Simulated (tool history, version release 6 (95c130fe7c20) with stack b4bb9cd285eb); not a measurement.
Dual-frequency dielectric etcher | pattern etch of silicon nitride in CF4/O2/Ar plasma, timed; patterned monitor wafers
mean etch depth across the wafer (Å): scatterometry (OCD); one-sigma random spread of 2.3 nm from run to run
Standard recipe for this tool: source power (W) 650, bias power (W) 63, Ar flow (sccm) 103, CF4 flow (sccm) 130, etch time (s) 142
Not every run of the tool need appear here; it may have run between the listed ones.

run   hour  source power (W)  bias power (W)  Ar flow (sccm)  CF4 flow (sccm)  etch time (s)  wafers since the last listed run  hours since the last wet clean  hours since the last source power generator calibration  hours since the last bias power generator calibration  hours since the last Ar flow controller change  hours since the last CF4 flow controller change  hours since the last upper electrode change  hours since the gauge calibration  read-back reference wafer on the same gauge, depth_nm  mean etch depth across the wafer (Å)
  1      0               650              63             103              130            167                                 0                           339.5                                                   2622.8                                                   2989                                          4697.8                                             37.5                                         27.3                              230.9                                                  394.7                                  4139
  2    9.2               650              63             103              130            167                                65                           348.7                                                     2632                                                 2998.2                                            4707                                             46.7                                         36.5                              240.1                                                  394.7                                  4155
      37.1  -- wet clean of the chamber
  3   37.6               650              77             103              156          121.5                                31                             0.5                                                   2660.4                                                 3026.6                                          4735.4                                             75.1                                         64.9                              268.5                                                  394.8                                  3385
  4     38               570              77              95              130            156                                 2                             0.9                                                   2660.8                                                   3027                                          4735.8                                             75.5                                         65.3                              268.9                                                  394.4                                  3792
      45.8  -- source power generator calibrated
  5   46.3               650              63             103              130            142                                30                             9.2                                                      0.5                                                 3035.3                                          4744.1                                             83.8                                         73.6                              277.2                                                  394.7                                  3669
  6   59.2               650              63              83              130          174.5                                91                            22.1                                                     13.4                                                 3048.2                                            4757                                             96.7                                         86.5                              290.1                                                  395.1                                  4535
      72.5  -- Ar flow controller replaced
  7   74.8               650              63             103              118          121.5                                67                            37.7                                                       29                                                 3063.8                                             2.3                                            112.3                                        102.1                              305.7                                                    395                                  3082
  8  123.9               550              63             103              130            142                               347                            86.8                                                     78.1                                                 3112.9                                            51.4                                            161.4                                        151.2                              354.8                                                  394.8                                  3070
     133.9  -- bias power generator calibrated
  9  134.4               800              63             103              130            142                                45                            97.3                                                     88.6                                                    0.5                                            61.9                                            171.9                                        161.7                              365.3                                                  394.2                                  4432
 10  144.5               770              63             116              130            142                                71                           107.4                                                     98.7                                                   10.6                                              72                                              182                                        171.8                              375.4                                                  395.9                                  4155
 11  159.5               650              63             103              130            142                               106                           122.4                                                    113.7                                                   25.6                                              87                                              197                                        186.8                              390.4                                                  394.8                                  3607
 12  173.5               700              63             103              130            142                                99                           136.4                                                    127.7                                                   39.6                                             101                                              211                                        200.8                              404.4                                                    394                                  3899
     177.4  -- gauge calibrated
 13  186.6               650              63             115              130            142                                92                           149.5                                                    140.8                                                   52.7                                           114.1                                            224.1                                        213.9                                9.2                                                    394                                  3564
 14  203.1               500              71             103              130            142                               116                             166                                                    157.3                                                   69.2                                           130.6                                            240.6                                        230.4                               25.7                                                  395.6                                  2870
 15  216.3               650              63             103              130            142                                93                           179.2                                                    170.5                                                   82.4                                           143.8                                            253.8                                        243.6                               38.9                                                  393.6                                  3549
 16  225.2               650              63             103              130          180.5                                62                           188.1                                                    179.4                                                   91.3                                           152.7                                            262.7                                        252.5                               47.8                                                  395.2                                  4531
 17  242.8               650              78             103              130          112.5                               124                           205.7                                                      197                                                  108.9                                           170.3                                            280.3                                        270.1                               65.4                                                  395.2                                  3043
 18  256.2               570              63              78              130            142                                94                           219.1                                                    210.4                                                  122.3                                           183.7                                            293.7                                        283.5                               78.8                                                  394.7                                  3197
 19  268.2               720              63             103              130            173                                84                           231.1                                                    222.4                                                  134.3                                           195.7                                            305.7                                        295.5                               90.8                                                  395.1                                  4767
 20  282.6               650              63             103              108            142                               101                           245.5                                                    236.8                                                  148.7                                           210.1                                            320.1                                        309.9                              105.2                                                  395.1                                  3483

5 ways to go on from here, each from the tool as it stands after run 20. What would each give?
  A  283.1               650              63             103              130            142                                 3                             246                                                    237.3                                                  149.2                                           210.6                                            320.6                                        310.4                              105.7                                                      ?                                     ?
  B  283.1               650              72             103              110            142                                 3                             246                                                    237.3                                                  149.2                                           210.6                                            320.6                                        310.4                              105.7                                                      ?                                     ?
  C  283.1               700              63              93              118            175                                 3                             246                                                    237.3                                                  149.2                                           210.6                                            320.6                                        310.4                              105.7                                                      ?                                     ?
  D  283.1               650              72             103              111            125                                 3                             246                                                    237.3                                                  149.2                                           210.6                                            320.6                                        310.4                              105.7                                                      ?                                     ?
  E  283.1               650              63              95              130            142                                 3                             246                                                    237.3                                                  149.2                                           210.6                                            320.6                                        310.4                              105.7                                                      ?                                     ?

run  read-back reference wafer on the same gauge, depth_nm  mean etch depth across the wafer (Å)
  A                                                  396.2                                  3534
  B                                                  396.2                                  3632
  C                                                  396.2                                  4674
  D                                                  396.2                                  3200
  E                                                  396.2                                  3558
Stripped of hidden state, with their random variation kept, the same runs would have yielded:
run  mean etch depth across the wafer (Å)
  A                                  3641
  B                                  3741
  C                                  4815
  D                                  3297
  E                                  3666
